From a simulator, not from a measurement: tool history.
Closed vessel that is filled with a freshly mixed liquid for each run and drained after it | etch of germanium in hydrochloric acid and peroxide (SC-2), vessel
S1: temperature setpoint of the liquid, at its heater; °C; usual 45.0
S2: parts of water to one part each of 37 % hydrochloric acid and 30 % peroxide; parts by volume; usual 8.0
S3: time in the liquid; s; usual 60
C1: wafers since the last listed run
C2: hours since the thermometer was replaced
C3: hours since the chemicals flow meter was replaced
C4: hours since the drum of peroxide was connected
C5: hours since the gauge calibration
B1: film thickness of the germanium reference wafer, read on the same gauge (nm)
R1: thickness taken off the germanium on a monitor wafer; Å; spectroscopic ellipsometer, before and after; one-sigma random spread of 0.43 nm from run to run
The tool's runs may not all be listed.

run    hour    S1    S2  S3     C1      C2      C3      C4      C5     B1      R1
  1     0.0  45.0   8.0  60      0  1115.3   397.4   514.6   414.0  40.01  1094.7
  2    83.8  45.0   8.0  60   9948  1199.1   481.2   598.4   497.8  39.99  1087.3
  3   137.9  45.0   8.0  60   6422  1253.2   535.3   652.5   551.9  40.00  1090.9
  4   174.5  50.5   8.0  60   4344  1289.8   571.9   689.1   588.5  40.01  1299.6
  5   277.8  50.5   8.0  60  12263  1393.1   675.2   792.4   691.8  39.99  1298.7
  6   384.0  45.0   8.0  60  12607  1499.3   781.4   898.6   798.0  40.00  1083.3
  7   451.3  45.0   8.0  60   7989  1566.6   848.7   965.9   865.3  39.99  1093.5
  8   541.7  45.0   8.0  60  10731  1657.0   939.1  1056.3   955.7  40.01  1084.2
  9   650.0  45.0   8.0  60  12856  1765.3  1047.4  1164.6  1064.0  40.01  1083.5
 10   713.4  45.0   8.0  60   7526  1828.7  1110.8  1228.0  1127.4  40.00  1091.3
      718.1  -- thermometer replaced
      737.1  -- chemicals flow meter replaced
 11   803.9  45.0   8.0  60  10506    85.8    66.8  1318.5  1217.9  40.00  1089.3
 12   892.6  45.0   8.0  60  10529   174.5   155.5  1407.2  1306.6  40.01  1091.3
 13   974.5  45.0   8.0  60   9722   256.4   237.4  1489.1  1388.5  40.01  1087.5
 14  1052.7  45.0   5.5  60   9283   334.6   315.6  1567.3  1466.7  40.00  1109.5
     1087.6  -- new drum of peroxide connected
 15  1142.5  45.0  10.0  35  10541   424.4   405.4    54.9  1556.5  40.01   626.7
     1156.0  -- gauge calibrated
 16  1239.4  42.0  12.0  95  11503   521.3   502.3   151.8    83.4  40.00  1510.3
 17  1338.6  45.0   8.0  60  11776   620.5   601.5   251.0   182.6  39.98  1093.8
 18  1421.0  49.0   8.0  60   9781   702.9   683.9   333.4   265.0  40.02  1237.5
 19  1526.0  48.5   9.5  85  12464   807.9   788.9   438.4   370.0  40.01  1696.0
 20  1563.6  45.0  10.0  60   4463   845.5   826.5   476.0   407.6  39.99  1068.2
 21  1603.2  45.0   8.0  60   4701   885.1   866.1   515.6   447.2  40.00  1082.2
 22  1700.1  42.5   6.0  30  11503   982.0   963.0   612.5   544.1  40.00   508.4
 23  1805.5  37.5   5.0  85  12512  1087.4  1068.4   717.9   649.5  40.00  1222.6
 24  1867.7  45.0   8.0  60   7383  1149.6  1130.6   780.1   711.7  40.01  1086.5
 25  1965.9  51.0   4.5  35  11657  1247.8  1228.8   878.3   809.9  40.00   790.3
 26  2092.8  51.0   9.0  60  15064  1374.7  1355.7  1005.2   936.8  40.01  1310.5
     2141.8  -- chemicals flow meter replaced
     2263.9  -- thermometer replaced
 27  2271.8  50.0  10.5  60  21012     7.9   130.0  1184.2  1115.8  40.01  1249.7
 28  2364.1  45.0   8.0  60  10957   100.2   222.3  1276.5  1208.1  40.03  1093.1

Hidden state at the last listed run before each entry between runs and at the first one after, where it differs:
Logged between run 10 and run 11: thermometer replaced (hour 718.1); chemicals flow meter replaced (hour 737.1)
  no hidden state differs between the two runs
Logged between run 14 and run 15: new drum of peroxide connected (hour 1087.6)
  no hidden state differs between the two runs
Logged between run 15 and run 16: gauge calibrated (hour 1156.0)
  no hidden state differs between the two runs
Logged between run 26 and run 27: chemicals flow meter replaced (hour 2141.8); thermometer replaced (hour 2263.9)
  no hidden state differs between the two runs

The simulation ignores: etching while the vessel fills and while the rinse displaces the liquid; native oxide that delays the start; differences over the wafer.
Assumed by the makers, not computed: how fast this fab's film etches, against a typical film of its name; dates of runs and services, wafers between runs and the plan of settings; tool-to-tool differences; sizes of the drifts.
